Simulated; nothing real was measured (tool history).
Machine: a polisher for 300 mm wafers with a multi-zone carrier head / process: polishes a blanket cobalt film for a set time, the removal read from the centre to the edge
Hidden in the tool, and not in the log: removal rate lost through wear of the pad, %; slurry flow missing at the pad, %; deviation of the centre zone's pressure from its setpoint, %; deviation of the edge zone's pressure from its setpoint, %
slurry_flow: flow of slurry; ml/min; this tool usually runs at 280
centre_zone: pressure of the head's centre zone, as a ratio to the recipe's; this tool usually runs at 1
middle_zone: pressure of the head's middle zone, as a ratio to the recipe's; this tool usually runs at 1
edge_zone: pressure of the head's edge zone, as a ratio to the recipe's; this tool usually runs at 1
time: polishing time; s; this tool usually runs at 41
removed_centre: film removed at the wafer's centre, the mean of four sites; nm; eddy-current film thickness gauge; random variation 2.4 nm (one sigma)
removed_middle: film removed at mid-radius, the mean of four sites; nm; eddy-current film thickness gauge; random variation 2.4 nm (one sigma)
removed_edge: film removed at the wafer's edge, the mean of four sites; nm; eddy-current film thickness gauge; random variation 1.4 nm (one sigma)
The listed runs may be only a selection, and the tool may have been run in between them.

| run | day | slurry_flow | centre_zone | middle_zone | edge_zone | time | wafers since the last listed run | wafers polished on this pad | hours since the slurry nozzle was cleaned | hours since the centre zone pressure was calibrated | hours since the edge zone pressure was calibrated | hours since the carrier head's membrane was replaced | incoming thickness of the incoming film, nm | removed_centre | removed_middle | removed_edge |
|---|---|---|---|---|---|---|---|---|---|---|---|---|---|---|---|---|
| 1 | 0 | 280 | 1 | 1 | 1 | 41 | 0 | 1910 | 559.5 | 83.7 | 214 | 1027.8 | 771.1 | 173.9 | 163.3 | 172.7 |
| 2 | 1.596 | 280 | 1 | 1.03 | 0.97 | 41 | 557 | 2467 | 597.8 | 122 | 252.3 | 1066.1 | 770.1 | 178.9 | 173.7 | 168.8 |
|  | 4.183 | worn pad replaced by a new one |
| 3 | 4.846 | 280 | 1 | 1 | 1 | 41 | 1077 | 231 | 675.8 | 200 | 330.3 | 1144.1 | 756.1 | 178.1 | 171.6 | 169.9 |
| 4 | 7.388 | 280 | 1 | 1 | 1 | 41 | 887 | 1119 | 736.8 | 261 | 391.3 | 1205.1 | 770.7 | 186.3 | 167.9 | 171.4 |
|  | 7.808 | slurry nozzle cleaned |
| 5 | 9.288 | 280 | 1 | 1 | 1 | 41 | 649 | 1768 | 35.5 | 306.6 | 436.9 | 1250.7 | 763.2 | 181.5 | 168.2 | 173.9 |
|  | 9.912 | edge zone pressure recalibrated |
| 6 | 12.146 | 280 | 1 | 1 | 1 | 41 | 969 | 2737 | 104.1 | 375.2 | 53.6 | 1319.3 | 778.2 | 190 | 173.3 | 169.8 |
|  | 14.412 | worn pad replaced by a new one |
| 7 | 15.838 | 280 | 1 | 1 | 0.91 | 41 | 1231 | 497 | 192.7 | 463.8 | 142.2 | 1407.9 | 787.5 | 183.3 | 167.9 | 167.1 |

Run 8, settings as shown, results not yet in. Your forecast:
|  | 17.717 | centre zone pressure recalibrated |
| 8 | 18.054 | 280 | 1 | 1 | 1 | 41 | 745 | 1243 | 245.9 | 8.1 | 195.4 | 1461.1 | 759 | ? | ? | ? |

Run 8 yielded removed_centre 172.3 nm, removed_middle 172.2 nm, removed_edge 170.9 nm.
Without the tool's hidden state the same run would have given removed_centre 171.3 nm, removed_middle 172.2 nm, removed_edge 170.9 nm.

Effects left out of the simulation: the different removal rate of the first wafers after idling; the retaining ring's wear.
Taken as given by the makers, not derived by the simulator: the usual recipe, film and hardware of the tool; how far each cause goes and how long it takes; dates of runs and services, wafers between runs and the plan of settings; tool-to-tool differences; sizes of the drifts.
